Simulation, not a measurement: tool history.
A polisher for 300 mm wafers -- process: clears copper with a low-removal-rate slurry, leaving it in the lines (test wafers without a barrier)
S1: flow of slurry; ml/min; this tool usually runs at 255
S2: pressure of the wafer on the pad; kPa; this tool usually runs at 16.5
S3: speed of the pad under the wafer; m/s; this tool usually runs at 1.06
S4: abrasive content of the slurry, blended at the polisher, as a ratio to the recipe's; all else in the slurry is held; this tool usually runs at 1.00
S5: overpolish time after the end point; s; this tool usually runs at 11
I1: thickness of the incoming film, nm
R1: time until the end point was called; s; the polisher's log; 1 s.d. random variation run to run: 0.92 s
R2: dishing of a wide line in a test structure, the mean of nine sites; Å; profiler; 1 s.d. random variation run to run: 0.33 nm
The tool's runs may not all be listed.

run 1 hour=0.0 | S1=255 S2=16.5 S3=0.76 S4=1.00 S5=11 | I1=276.8 | R1=114.5 R2=112
run 2 hour=48.9 | S1=255 S2=16.5 S3=1.06 S4=1.00 S5=11 | I1=273.1 | R1=91.4 R2=131
run 3 hour=81.9 | S1=255 S2=16.5 S3=1.06 S4=1.00 S5=11 | I1=272.8 | R1=93.1 R2=122
run 4 hour=110.0 | S1=255 S2=16.5 S3=0.70 S4=1.00 S5=11 | I1=276.2 | R1=124.0 R2=109
run 5 hour=163.3 | S1=255 S2=16.5 S3=1.06 S4=1.00 S5=11 | I1=277.8 | R1=97.8 R2=133
run 6 hour=189.2 | S1=215 S2=16.5 S3=0.74 S4=1.20 S5=14 | I1=275.1 | R1=118.5 R2=130
-- hour=205.4 slurry nozzle cleaned
-- hour=215.9 slurry blender recalibrated
run 7 hour=234.6 | S1=255 S2=16.5 S3=1.32 S4=1.00 S5=11 | I1=275.6 | R1=85.2 R2=133
-- hour=258.8 worn pad replaced by a new one, of another model than before
run 8 hour=277.2 | S1=255 S2=16.5 S3=1.06 S4=1.00 S5=7 | I1=271.8 | R1=88.9 R2=99
run 9 hour=329.3 | S1=255 S2=16.5 S3=1.24 S4=0.75 S5=11 | I1=276.9 | R1=93.6 R2=128
run 10 hour=426.1 | S1=255 S2=13.1 S3=0.70 S4=1.00 S5=13 | I1=276.0 | R1=125.4 R2=118
run 11 hour=460.4 | S1=255 S2=16.5 S3=1.06 S4=1.00 S5=11 | I1=280.7 | R1=93.4 R2=131
run 12 hour=529.0 | S1=255 S2=16.5 S3=1.06 S4=1.00 S5=11 | I1=273.9 | R1=91.4 R2=127
run 13 hour=574.1 | S1=255 S2=20.0 S3=1.36 S4=0.80 S5=7 | I1=280.5 | R1=80.7 R2=112
run 14 hour=609.5 | S1=255 S2=16.5 S3=1.06 S4=1.00 S5=11 | I1=277.9 | R1=96.4 R2=128
-- hour=654.1 head pressure recalibrated
-- hour=708.7 worn pad replaced by a new one
-- hour=745.4 slurry blender recalibrated
run 15 hour=745.9 | S1=255 S2=16.5 S3=1.06 S4=1.00 S5=8 | I1=274.4 | R1=88.1 R2=114
run 16 hour=773.5 | S1=255 S2=16.5 S3=1.06 S4=1.00 S5=11 | I1=275.0 | R1=88.8 R2=135
run 17 hour=816.4 | S1=255 S2=16.5 S3=1.06 S4=1.00 S5=16 | I1=275.1 | R1=86.8 R2=148
-- hour=832.2 slurry nozzle cleaned
run 18 hour=859.5 | S1=255 S2=14.5 S3=0.88 S4=1.10 S5=9 | I1=279.4 | R1=105.2 R2=111
run 19 hour=895.2 | S1=255 S2=16.5 S3=1.06 S4=1.20 S5=11 | I1=272.2 | R1=83.6 R2=127
run 20 hour=1057.2 | S1=285 S2=20.0 S3=1.06 S4=0.80 S5=9 | I1=274.5 | R1=90.2 R2=119
run 21 hour=1110.7 | S1=255 S2=16.5 S3=1.06 S4=1.00 S5=11 | I1=278.4 | R1=97.3 R2=130
-- hour=1141.5 worn pad replaced by a new one
run 22 hour=1158.3 | S1=325 S2=21.4 S3=1.40 S4=1.00 S5=11 | I1=273.8 | R1=63.0 R2=156
run 23 hour=1197.9 | S1=255 S2=16.5 S3=1.06 S4=1.00 S5=11 | I1=279.1 | R1=90.6 R2=126
run 24 hour=1232.4 | S1=255 S2=16.5 S3=1.06 S4=1.00 S5=11 | I1=277.0 | R1=89.8 R2=129
run 25 hour=1260.6 | S1=255 S2=16.5 S3=1.24 S4=0.75 S5=11 | I1=279.2 | R1=95.5 R2=129
-- hour=1289.4 slurry blender recalibrated
run 26 hour=1301.3 | S1=165 S2=20.0 S3=1.16 S4=1.00 S5=11 | I1=274.6 | R1=77.6 R2=137
run 27 hour=1362.8 | S1=255 S2=16.5 S3=0.82 S4=1.15 S5=11 | I1=275.4 | R1=96.7 R2=123

Each row is a separate what-if for the run after 27, all from the same tool condition, not one after another. Results?
run A hour=1363.3 | S1=255 S2=16.5 S3=1.06 S4=1.00 S5=17 | I1=274.6 | R1=? R2=?
run B hour=1363.3 | S1=255 S2=16.5 S3=1.06 S4=0.75 S5=11 | I1=274.6 | R1=? R2=?
run C hour=1363.3 | S1=255 S2=19.3 S3=0.80 S4=1.25 S5=14 | I1=274.6 | R1=? R2=?
run D hour=1363.3 | S1=255 S2=16.5 S3=0.96 S4=1.00 S5=9 | I1=274.6 | R1=? R2=?
run E hour=1363.3 | S1=255 S2=20.7 S3=1.06 S4=1.10 S5=11 | I1=274.6 | R1=? R2=?

run=A R1=91.0 R2=152
run=B R1=102.0 R2=122
run=C R1=84.6 R2=147
run=D R1=94.9 R2=114
run=E R1=75.0 R2=141
With the hidden condition removed and each run's random variation left untouched, the same runs would have given:
run=A R1=87.8 R2=154
run=B R1=98.5 R2=124
run=C R1=81.7 R2=149
run=D R1=91.6 R2=116
run=E R1=72.4 R2=143

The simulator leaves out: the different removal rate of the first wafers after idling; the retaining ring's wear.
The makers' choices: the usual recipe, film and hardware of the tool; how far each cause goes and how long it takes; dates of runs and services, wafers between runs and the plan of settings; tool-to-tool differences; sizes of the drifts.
